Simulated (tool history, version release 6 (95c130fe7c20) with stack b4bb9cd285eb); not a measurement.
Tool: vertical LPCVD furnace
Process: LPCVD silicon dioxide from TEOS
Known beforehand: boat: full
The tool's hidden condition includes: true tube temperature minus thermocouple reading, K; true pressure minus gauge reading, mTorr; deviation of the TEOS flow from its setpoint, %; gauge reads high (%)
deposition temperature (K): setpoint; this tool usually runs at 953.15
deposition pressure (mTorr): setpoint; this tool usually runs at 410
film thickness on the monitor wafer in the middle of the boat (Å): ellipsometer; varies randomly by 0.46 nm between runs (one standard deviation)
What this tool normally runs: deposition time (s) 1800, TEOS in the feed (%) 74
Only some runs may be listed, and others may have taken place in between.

run	hour	deposition temperature (K)	deposition pressure (mTorr)	deposition time (s)	TEOS in the feed (%)	wafers since the last listed run	hours since the last temperature calibration	hours since the pressure gauge was zeroed	hours since the TEOS flow controller was replaced	hours since the gauge calibration	read-back reference wafer on the same gauge, thickness	film thickness on the monitor wafer in the middle of the boat (Å)
1	0	953.15	410	1800	74	0	3945	4005.3	7193.1	79.3	153.93	1842.7
2	9.4	953.15	410	1800	74	189	3954.4	4014.7	7202.5	88.7	154.1	1834.9
3	23.1	953.15	410	1800	74	276	3968.1	4028.4	7216.2	102.4	153.94	1831.3
4	35.1	953.15	410	1800	74	242	3980.1	4040.4	7228.2	114.4	153.84	1842.7
5	44.5	953.15	410	1800	74	189	3989.5	4049.8	7237.6	123.8	154.13	1830.7
# hour 55.2: gauge calibrated
6	59.4	953.15	410	1800	74	300	4004.4	4064.7	7252.5	4.2	153.98	1835.5
# hour 90: thermocouples replaced and temperature profile calibrated
7	90.5	953.15	410	1800	74	143	0.5	4095.8	7283.6	35.3	154.02	1841
8	94.8	953.15	460	1800	74	86	4.8	4100.1	7287.9	39.6	154.01	1940.3
9	99.1	953.15	460	1800	74	86	9.1	4104.4	7292.2	43.9	154.03	1942.9
10	103.4	950.15	440	2490	67	86	13.4	4108.7	7296.5	48.2	154.03	2316.6
# hour 127.9: TEOS flow controller replaced
11	140.8	953.15	410	1140	86	270	50.8	4146.1	12.9	85.6	154.06	1250.8
12	156.4	953.15	410	1800	74	314	66.4	4161.7	28.5	101.2	153.87	1832.6
# hour 179.2: gauge calibrated
# hour 193.9: pressure gauge zeroed
13	194.4	963.15	465	2340	82	282	104.4	0.5	66.5	15.2	153.9	3380.6
14	198.7	953.15	460	1800	74	86	108.7	4.8	70.8	19.5	154.08	1940.8
15	203	944.15	310	1350	74	86	113	9.1	75.1	23.8	154.21	960.4
16	209	953.15	410	1800	81	121	119	15.1	81.1	29.8	154.07	1908.7
17	226	960.15	450	2130	82	343	136	32.1	98.1	46.8	154.19	2828.3
18	235.1	957.15	315	1260	74	183	145.1	41.2	107.2	55.9	153.99	1233.5
19	244.6	953.15	410	2370	86	191	154.6	50.7	116.7	65.4	154.09	2594

Hidden condition of the tool, last listed run before each entry between runs versus first listed run after:
Logged between run 5 and run 6: gauge calibrated (hour 55.2)
  the hidden state is the same at both runs
Logged between run 6 and run 7: thermocouples replaced and temperature profile calibrated (hour 90)
  the hidden state is the same at both runs
Logged between run 10 and run 11: TEOS flow controller replaced (hour 127.9)
  the hidden state is the same at both runs
Logged between run 12 and run 13: gauge calibrated (hour 179.2); pressure gauge zeroed (hour 193.9)
  the hidden state is the same at both runs
